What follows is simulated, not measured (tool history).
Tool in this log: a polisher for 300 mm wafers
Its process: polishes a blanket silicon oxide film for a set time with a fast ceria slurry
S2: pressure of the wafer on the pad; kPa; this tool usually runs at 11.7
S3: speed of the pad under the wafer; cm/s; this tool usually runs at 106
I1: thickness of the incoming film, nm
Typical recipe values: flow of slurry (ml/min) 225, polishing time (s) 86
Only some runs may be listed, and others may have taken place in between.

Run 1, hour 0.0: usual settings; I1 3302.4. Result: film removed (angstrom) 11157.
Run 2, hour 18.9: usual settings; I1 3313.2. Result: film removed (angstrom) 11183.
Run 3, hour 35.2: usual settings; I1 3271.9. Result: film removed (angstrom) 11382.
Run 4, hour 77.7: usual settings; I1 3325.2. Result: film removed (angstrom) 11258.
At hour 92.6: worn pad replaced by a new one.
Run 5, hour 93.1: usual settings; I1 3328.5. Result: film removed (angstrom) 11463.
Run 6, hour 96.7: usual settings but S2 13.8 kPa; I1 3278.6. Result: film removed (angstrom) 13396.
Run 7, hour 112.0: usual settings but S2 13.8 kPa; I1 3305.6. Result: film removed (angstrom) 13488.
Run 8, hour 122.8: usual settings but flow of slurry (ml/min) 190, S3 84 cm/s; I1 3286.6. Result: film removed (angstrom) 9330.
Run 9, hour 130.6: usual settings but flow of slurry (ml/min) 190, S3 84 cm/s; I1 3335.8. Result: film removed (angstrom) 9393.
Run 10, hour 147.9: usual settings but flow of slurry (ml/min) 160; I1 3204.7. Result: film removed (angstrom) 11330.
At hour 150.5: head pressure recalibrated.
Run 11, hour 160.2: usual settings but flow of slurry (ml/min) 160; I1 3281.7. Result: film removed (angstrom) 10229.
Run 12, hour 175.8: usual settings but S3 122 cm/s; I1 3324.4. Result: film removed (angstrom) 11772.
Run 13, hour 192.0: usual settings but flow of slurry (ml/min) 175, S2 9.0 kPa, S3 130 cm/s, polishing time (s) 60; I1 3310.7. Result: film removed (angstrom) 6572.
Run 14, hour 202.7: usual settings but S2 13.8 kPa; I1 3270.5. Result: film removed (angstrom) 12347.
At hour 207.9: worn pad replaced by a new one.
Run 15, hour 212.5: usual settings; I1 3312.8. Result: film removed (angstrom) 10568.
At hour 221.2: slurry nozzle cleaned.
Run 16, hour 221.7: usual settings but S3 142 cm/s; I1 3273.4. Result: film removed (angstrom) 13567.
Run 17, hour 227.9: usual settings but flow of slurry (ml/min) 160; I1 3245.3. Result: film removed (angstrom) 10358.
Run 18, hour 244.4: usual settings but flow of slurry (ml/min) 185, S2 14.5 kPa, S3 124 cm/s, polishing time (s) 109; I1 3255.6. Result: film removed (angstrom) 18757.
Run 19, hour 256.8: usual settings but flow of slurry (ml/min) 245, polishing time (s) 105; I1 3302.8. Result: film removed (angstrom) 13100.
Run 20, hour 265.3: usual settings; I1 3249.9. Result: film removed (angstrom) 10507.
Run 21, hour 274.4: usual settings but S2 9.7 kPa; I1 3254.9. Result: film removed (angstrom) 8799.
Run 22, hour 288.7: usual settings but flow of slurry (ml/min) 170; I1 3237.5. Result: film removed (angstrom) 10401.

Consider 5 possible next runs. They are alternatives, not a sequence: every one starts from the tool as it was left by run 22. What does each give?
Run A, hour 289.1: usual settings; I1 3317.2. Result: film removed (angstrom) ?.
Run B, hour 289.1: usual settings but S2 9.0 kPa; I1 3317.2. Result: film removed (angstrom) ?.
Run C, hour 289.1: usual settings but S2 13.8 kPa, polishing time (s) 99; I1 3317.2. Result: film removed (angstrom) ?.
Run D, hour 289.1: usual settings but S2 13.8 kPa, S3 92 cm/s; I1 3317.2. Result: film removed (angstrom) ?.
Run E, hour 289.1: usual settings but flow of slurry (ml/min) 170, S2 13.1 kPa; I1 3317.2. Result: film removed (angstrom) ?.

run  film removed (angstrom)
  A                    10850
  B                     8297
  C                    14694
  D                    11360
  E                    11825
With no hidden state in the tool, these same runs would have given:
run  film removed (angstrom)
  A                    10588
  B                     8097
  C                    14340
  D                    11087
  E                    11540
